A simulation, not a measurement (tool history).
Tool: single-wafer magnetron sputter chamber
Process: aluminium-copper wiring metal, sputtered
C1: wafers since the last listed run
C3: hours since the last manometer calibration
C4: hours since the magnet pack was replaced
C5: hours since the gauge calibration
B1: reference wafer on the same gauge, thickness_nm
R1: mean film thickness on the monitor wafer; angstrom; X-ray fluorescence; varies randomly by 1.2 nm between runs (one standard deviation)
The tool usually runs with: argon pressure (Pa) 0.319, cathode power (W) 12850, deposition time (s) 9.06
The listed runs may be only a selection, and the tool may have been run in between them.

{"run": 1, "hour": 0.0, "argon pressure (Pa)": 0.319, "cathode power (W)": 12850, "deposition time (s)": 9.06, "C1": 0, "wafers on the sputter target": 12736, "C3": 1626.6, "C4": 8721.3, "C5": 1324.7, "B1": 213.893, "R1": 1943.01}
{"run": 2, "hour": 79.8, "argon pressure (Pa)": 0.319, "cathode power (W)": 12850, "deposition time (s)": 9.06, "C1": 2666, "wafers on the sputter target": 15403, "C3": 1706.4, "C4": 8801.1, "C5": 1404.5, "B1": 214.026, "R1": 1941.49}
{"hour": 124.6, "done": "sputter target and shields replaced"}
{"run": 3, "hour": 186.1, "argon pressure (Pa)": 0.319, "cathode power (W)": 12850, "deposition time (s)": 9.06, "C1": 3285, "wafers on the sputter target": 2054, "C3": 1812.7, "C4": 8907.4, "C5": 1510.8, "B1": 213.607, "R1": 1996.9}
{"run": 4, "hour": 243.2, "argon pressure (Pa)": 0.319, "cathode power (W)": 12850, "deposition time (s)": 9.06, "C1": 1908, "wafers on the sputter target": 3962, "C3": 1869.8, "C4": 8964.5, "C5": 1567.9, "B1": 213.593, "R1": 1983.74}
{"run": 5, "hour": 345.1, "argon pressure (Pa)": 0.319, "cathode power (W)": 12850, "deposition time (s)": 9.06, "C1": 3405, "wafers on the sputter target": 7367, "C3": 1971.7, "C4": 9066.4, "C5": 1669.8, "B1": 214.382, "R1": 1924.0}
{"run": 6, "hour": 415.7, "argon pressure (Pa)": 0.319, "cathode power (W)": 12850, "deposition time (s)": 10.35, "C1": 2359, "wafers on the sputter target": 9727, "C3": 2042.3, "C4": 9137.0, "C5": 1740.4, "B1": 214.275, "R1": 2205.67}
{"run": 7, "hour": 501.8, "argon pressure (Pa)": 0.319, "cathode power (W)": 12850, "deposition time (s)": 10.35, "C1": 2877, "wafers on the sputter target": 12604, "C3": 2128.4, "C4": 9223.1, "C5": 1826.5, "B1": 213.948, "R1": 2202.06}
{"run": 8, "hour": 556.1, "argon pressure (Pa)": 0.319, "cathode power (W)": 12850, "deposition time (s)": 10.35, "C1": 1814, "wafers on the sputter target": 14419, "C3": 2182.7, "C4": 9277.4, "C5": 1880.8, "B1": 214.048, "R1": 2205.1}
{"hour": 573.8, "done": "sputter target and shields replaced"}
{"run": 9, "hour": 663.7, "argon pressure (Pa)": 0.319, "cathode power (W)": 12850, "deposition time (s)": 9.06, "C1": 3328, "wafers on the sputter target": 3005, "C3": 2290.3, "C4": 9385.0, "C5": 1988.4, "B1": 213.909, "R1": 1996.84}
{"run": 10, "hour": 726.4, "argon pressure (Pa)": 0.319, "cathode power (W)": 12850, "deposition time (s)": 9.06, "C1": 2095, "wafers on the sputter target": 5101, "C3": 2353.0, "C4": 9447.7, "C5": 2051.1, "B1": 213.864, "R1": 1986.23}
{"run": 11, "hour": 779.6, "argon pressure (Pa)": 0.319, "cathode power (W)": 12850, "deposition time (s)": 9.06, "C1": 1777, "wafers on the sputter target": 6879, "C3": 2406.2, "C4": 9500.9, "C5": 2104.3, "B1": 213.989, "R1": 1950.46}
{"run": 12, "hour": 879.5, "argon pressure (Pa)": 0.319, "cathode power (W)": 12850, "deposition time (s)": 9.06, "C1": 3338, "wafers on the sputter target": 10217, "C3": 2506.1, "C4": 9600.8, "C5": 2204.2, "B1": 213.896, "R1": 1935.53}
{"run": 13, "hour": 981.9, "argon pressure (Pa)": 0.319, "cathode power (W)": 12850, "deposition time (s)": 9.06, "C1": 3422, "wafers on the sputter target": 13639, "C3": 2608.5, "C4": 9703.2, "C5": 2306.6, "B1": 213.748, "R1": 1903.8}
{"run": 14, "hour": 1074.1, "argon pressure (Pa)": 0.319, "cathode power (W)": 12850, "deposition time (s)": 9.56, "C1": 3081, "wafers on the sputter target": 16721, "C3": 2700.7, "C4": 9795.4, "C5": 2398.8, "B1": 213.947, "R1": 2031.96}
{"hour": 1093.3, "done": "sputter target and shields replaced"}
{"run": 15, "hour": 1178.2, "argon pressure (Pa)": 0.319, "cathode power (W)": 11650, "deposition time (s)": 9.91, "C1": 3211, "wafers on the sputter target": 2838, "C3": 2804.8, "C4": 9899.5, "C5": 2502.9, "B1": 214.213, "R1": 1993.77}
{"hour": 1242.7, "done": "capacitance manometer re-zeroed and calibrated"}
{"run": 16, "hour": 1279.4, "argon pressure (Pa)": 0.319, "cathode power (W)": 12850, "deposition time (s)": 9.06, "C1": 3114, "wafers on the sputter target": 5953, "C3": 36.7, "C4": 10000.7, "C5": 2604.1, "B1": 213.703, "R1": 1956.01}
{"run": 17, "hour": 1335.7, "argon pressure (Pa)": 0.319, "cathode power (W)": 9800, "deposition time (s)": 9.83, "C1": 1881, "wafers on the sputter target": 7834, "C3": 93.0, "C4": 10057.0, "C5": 2660.4, "B1": 214.178, "R1": 1600.6}
{"run": 18, "hour": 1435.7, "argon pressure (Pa)": 0.41, "cathode power (W)": 9900, "deposition time (s)": 9.06, "C1": 3342, "wafers on the sputter target": 11176, "C3": 193.0, "C4": 10157.0, "C5": 2760.4, "B1": 213.911, "R1": 1428.3}
{"hour": 1466.8, "done": "gauge calibrated"}
{"hour": 1494.1, "done": "sputter target and shields replaced"}
{"hour": 1639.0, "done": "magnet pack replaced"}
{"run": 19, "hour": 1653.0, "argon pressure (Pa)": 0.319, "cathode power (W)": 15750, "deposition time (s)": 9.82, "C1": 6727, "wafers on the sputter target": 5042, "C3": 410.3, "C4": 14.0, "C5": 186.2, "B1": 214.082, "R1": 2615.82}
{"run": 20, "hour": 1752.4, "argon pressure (Pa)": 0.366, "cathode power (W)": 15400, "deposition time (s)": 9.95, "C1": 3321, "wafers on the sputter target": 8364, "C3": 509.7, "C4": 113.4, "C5": 285.6, "B1": 214.109, "R1": 2495.05}
{"run": 21, "hour": 1848.4, "argon pressure (Pa)": 0.381, "cathode power (W)": 15350, "deposition time (s)": 10.17, "C1": 3208, "wafers on the sputter target": 11572, "C3": 605.7, "C4": 209.4, "C5": 381.6, "B1": 213.991, "R1": 2506.67}
{"run": 22, "hour": 1913.3, "argon pressure (Pa)": 0.371, "cathode power (W)": 13700, "deposition time (s)": 10.45, "C1": 2168, "wafers on the sputter target": 13741, "C3": 670.6, "C4": 274.3, "C5": 446.5, "B1": 214.025, "R1": 2315.51}
{"hour": 1967.3, "done": "sputter target and shields replaced"}
{"run": 23, "hour": 1980.0, "argon pressure (Pa)": 0.319, "cathode power (W)": 14250, "deposition time (s)": 7.65, "C1": 1961, "wafers on the sputter target": 423, "C3": 737.3, "C4": 341.0, "C5": 513.2, "B1": 213.879, "R1": 1917.53}
{"run": 24, "hour": 2047.8, "argon pressure (Pa)": 0.319, "cathode power (W)": 12850, "deposition time (s)": 9.06, "C1": 2265, "wafers on the sputter target": 2689, "C3": 805.1, "C4": 408.8, "C5": 581.0, "B1": 214.133, "R1": 2016.61}
{"run": 25, "hour": 2122.0, "argon pressure (Pa)": 0.249, "cathode power (W)": 15800, "deposition time (s)": 10.53, "C1": 2479, "wafers on the sputter target": 5168, "C3": 879.3, "C4": 483.0, "C5": 655.2, "B1": 214.214, "R1": 2899.11}
{"run": 26, "hour": 2225.5, "argon pressure (Pa)": 0.366, "cathode power (W)": 15400, "deposition time (s)": 9.95, "C1": 3458, "wafers on the sputter target": 8627, "C3": 982.8, "C4": 586.5, "C5": 758.7, "B1": 213.829, "R1": 2488.69}
{"run": 27, "hour": 2309.7, "argon pressure (Pa)": 0.242, "cathode power (W)": 12850, "deposition time (s)": 7.97, "C1": 2813, "wafers on the sputter target": 11441, "C3": 1067.0, "C4": 670.7, "C5": 842.9, "B1": 213.872, "R1": 1736.11}

Alternative continuations, all from the tool just after run 27; predict every row:
{"run": "A", "hour": 2310.1, "argon pressure (Pa)": 0.394, "cathode power (W)": 12850, "deposition time (s)": 9.06, "C1": 13, "wafers on the sputter target": 11455, "C3": 1067.4, "C4": 671.1, "C5": 843.3, "B1": "?", "R1": "?"}
{"run": "B", "hour": 2310.1, "argon pressure (Pa)": 0.319, "cathode power (W)": 15100, "deposition time (s)": 9.06, "C1": 13, "wafers on the sputter target": 11455, "C3": 1067.4, "C4": 671.1, "C5": 843.3, "B1": "?", "R1": "?"}
{"run": "C", "hour": 2310.1, "argon pressure (Pa)": 0.436, "cathode power (W)": 11600, "deposition time (s)": 9.06, "C1": 13, "wafers on the sputter target": 11455, "C3": 1067.4, "C4": 671.1, "C5": 843.3, "B1": "?", "R1": "?"}

run=A B1=213.739 R1=1859.47
run=B B1=213.739 R1=2262.96
run=C B1=213.739 R1=1646.31
Stripped of hidden state, with their random variation kept, the same runs would have yielded:
run=A R1=1995.57
run=B R1=2428.61
run=C R1=1766.81

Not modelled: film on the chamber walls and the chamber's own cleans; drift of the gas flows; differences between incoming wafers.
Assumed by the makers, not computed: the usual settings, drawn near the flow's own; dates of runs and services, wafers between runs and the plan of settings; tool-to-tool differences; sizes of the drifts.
